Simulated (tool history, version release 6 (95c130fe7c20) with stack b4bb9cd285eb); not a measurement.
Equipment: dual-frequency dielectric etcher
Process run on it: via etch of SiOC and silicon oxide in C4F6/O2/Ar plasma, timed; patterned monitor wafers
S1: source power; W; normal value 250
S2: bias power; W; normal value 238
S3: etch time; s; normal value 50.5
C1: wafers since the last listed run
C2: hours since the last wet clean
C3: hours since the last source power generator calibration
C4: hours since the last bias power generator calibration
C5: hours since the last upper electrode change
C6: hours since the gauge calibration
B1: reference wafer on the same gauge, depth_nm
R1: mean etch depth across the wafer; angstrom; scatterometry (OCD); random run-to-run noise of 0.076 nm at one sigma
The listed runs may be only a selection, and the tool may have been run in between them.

{"run": 1, "hour": 0.0, "S1": 260, "S2": 238, "S3": 50.5, "C1": 0, "C2": 522.1, "C3": 3197.1, "C4": 1872.5, "C5": 3556.8, "C6": 150.8, "B1": 59.8, "R1": 506}
{"hour": 3.0, "done": "gauge calibrated"}
{"run": 2, "hour": 47.8, "S1": 260, "S2": 238, "S3": 50.5, "C1": 683, "C2": 569.9, "C3": 3244.9, "C4": 1920.3, "C5": 3604.6, "C6": 44.8, "B1": 59.8, "R1": 506}
{"run": 3, "hour": 64.6, "S1": 260, "S2": 238, "S3": 50.5, "C1": 240, "C2": 586.7, "C3": 3261.7, "C4": 1937.1, "C5": 3621.4, "C6": 61.6, "B1": 59.8, "R1": 506}
{"run": 4, "hour": 78.5, "S1": 250, "S2": 238, "S3": 50.5, "C1": 198, "C2": 600.6, "C3": 3275.6, "C4": 1951, "C5": 3635.3, "C6": 75.5, "B1": 59.8, "R1": 498}
{"hour": 106.2, "done": "wet clean of the chamber"}
{"hour": 127.9, "done": "upper electrode replaced"}
{"run": 5, "hour": 128.4, "S1": 250, "S2": 238, "S3": 50.5, "C1": 60, "C2": 22.2, "C3": 3325.5, "C4": 2000.9, "C5": 0.5, "C6": 125.4, "B1": 59.8, "R1": 505}
{"run": 6, "hour": 128.8, "S1": 250, "S2": 238, "S3": 50.5, "C1": 5, "C2": 22.6, "C3": 3325.9, "C4": 2001.3, "C5": 0.9, "C6": 125.8, "B1": 59.8, "R1": 508}
{"run": 7, "hour": 129.1, "S1": 250, "S2": 238, "S3": 50.5, "C1": 4, "C2": 22.9, "C3": 3326.2, "C4": 2001.6, "C5": 1.2, "C6": 126.1, "B1": 59.8, "R1": 507}
{"run": 8, "hour": 129.4, "S1": 250, "S2": 252, "S3": 56, "C1": 4, "C2": 23.2, "C3": 3326.5, "C4": 2001.9, "C5": 1.5, "C6": 126.4, "B1": 59.8, "R1": 573}
{"run": 9, "hour": 130.0, "S1": 250, "S2": 252, "S3": 56, "C1": 8, "C2": 23.8, "C3": 3327.1, "C4": 2002.5, "C5": 2.1, "C6": 127, "B1": 59.8, "R1": 571}
{"run": 10, "hour": 166.2, "S1": 250, "S2": 252, "S3": 56, "C1": 517, "C2": 60, "C3": 3363.3, "C4": 2038.7, "C5": 38.3, "C6": 163.2, "B1": 59.7, "R1": 571}
{"run": 11, "hour": 181.7, "S1": 250, "S2": 238, "S3": 50.5, "C1": 221, "C2": 75.5, "C3": 3378.8, "C4": 2054.2, "C5": 53.8, "C6": 178.7, "B1": 59.8, "R1": 505}
{"run": 12, "hour": 188.4, "S1": 250, "S2": 200, "S3": 38, "C1": 95, "C2": 82.2, "C3": 3385.5, "C4": 2060.9, "C5": 60.5, "C6": 185.4, "B1": 59.8, "R1": 363}
{"hour": 190.3, "done": "gauge calibrated"}
{"run": 13, "hour": 216.1, "S1": 250, "S2": 238, "S3": 50.5, "C1": 396, "C2": 109.9, "C3": 3413.2, "C4": 2088.6, "C5": 88.2, "C6": 25.8, "B1": 59.8, "R1": 506}
{"hour": 232.8, "done": "bias power generator calibrated"}
{"hour": 234.1, "done": "source power generator calibrated"}
{"run": 14, "hour": 234.6, "S1": 300, "S2": 184, "S3": 59, "C1": 189, "C2": 128.4, "C3": 0.5, "C4": 1.8, "C5": 106.7, "C6": 44.3, "B1": 59.8, "R1": 595}
{"run": 15, "hour": 246.1, "S1": 250, "S2": 238, "S3": 50.5, "C1": 164, "C2": 139.9, "C3": 12, "C4": 13.3, "C5": 118.2, "C6": 55.8, "B1": 59.8, "R1": 504}
{"run": 16, "hour": 267.2, "S1": 190, "S2": 238, "S3": 50.5, "C1": 301, "C2": 161, "C3": 33.1, "C4": 34.4, "C5": 139.3, "C6": 76.9, "B1": 59.8, "R1": 453}
{"run": 17, "hour": 278.9, "S1": 270, "S2": 238, "S3": 50.5, "C1": 167, "C2": 172.7, "C3": 44.8, "C4": 46.1, "C5": 151, "C6": 88.6, "B1": 59.7, "R1": 519}
{"run": 18, "hour": 286.1, "S1": 250, "S2": 238, "S3": 50.5, "C1": 102, "C2": 179.9, "C3": 52, "C4": 53.3, "C5": 158.2, "C6": 95.8, "B1": 59.8, "R1": 503}
{"run": 19, "hour": 293.2, "S1": 250, "S2": 223, "S3": 50.5, "C1": 101, "C2": 187, "C3": 59.1, "C4": 60.4, "C5": 165.3, "C6": 102.9, "B1": 59.7, "R1": 495}
{"run": 20, "hour": 302.4, "S1": 200, "S2": 238, "S3": 63, "C1": 131, "C2": 196.2, "C3": 68.3, "C4": 69.6, "C5": 174.5, "C6": 112.1, "B1": 59.7, "R1": 574}
{"run": 21, "hour": 310.4, "S1": 250, "S2": 212, "S3": 50.5, "C1": 114, "C2": 204.2, "C3": 76.3, "C4": 77.6, "C5": 182.5, "C6": 120.1, "B1": 59.8, "R1": 488}
{"run": 22, "hour": 328.2, "S1": 250, "S2": 238, "S3": 41.5, "C1": 254, "C2": 222, "C3": 94.1, "C4": 95.4, "C5": 200.3, "C6": 137.9, "B1": 59.8, "R1": 413}

Alternative continuations, all from the tool just after run 22; predict every row:
{"run": "A", "hour": 328.6, "S1": 250, "S2": 238, "S3": 57, "C1": 5, "C2": 222.4, "C3": 94.5, "C4": 95.8, "C5": 200.7, "C6": 138.3, "B1": "?", "R1": "?"}
{"run": "B", "hour": 328.6, "S1": 200, "S2": 238, "S3": 65, "C1": 5, "C2": 222.4, "C3": 94.5, "C4": 95.8, "C5": 200.7, "C6": 138.3, "B1": "?", "R1": "?"}
{"run": "C", "hour": 328.6, "S1": 220, "S2": 258, "S3": 46, "C1": 5, "C2": 222.4, "C3": 94.5, "C4": 95.8, "C5": 200.7, "C6": 138.3, "B1": "?", "R1": "?"}
{"run": "D", "hour": 328.6, "S1": 200, "S2": 294, "S3": 39, "C1": 5, "C2": 222.4, "C3": 94.5, "C4": 95.8, "C5": 200.7, "C6": 138.3, "B1": "?", "R1": "?"}

run=A B1=59.8 R1=568
run=B B1=59.8 R1=593
run=C B1=59.8 R1=446
run=D B1=59.8 R1=378
The same runs, with their run-to-run variation unchanged, on a tool lacking any hidden condition would have given:
run=A R1=575
run=B R1=601
run=C R1=451
run=D R1=383
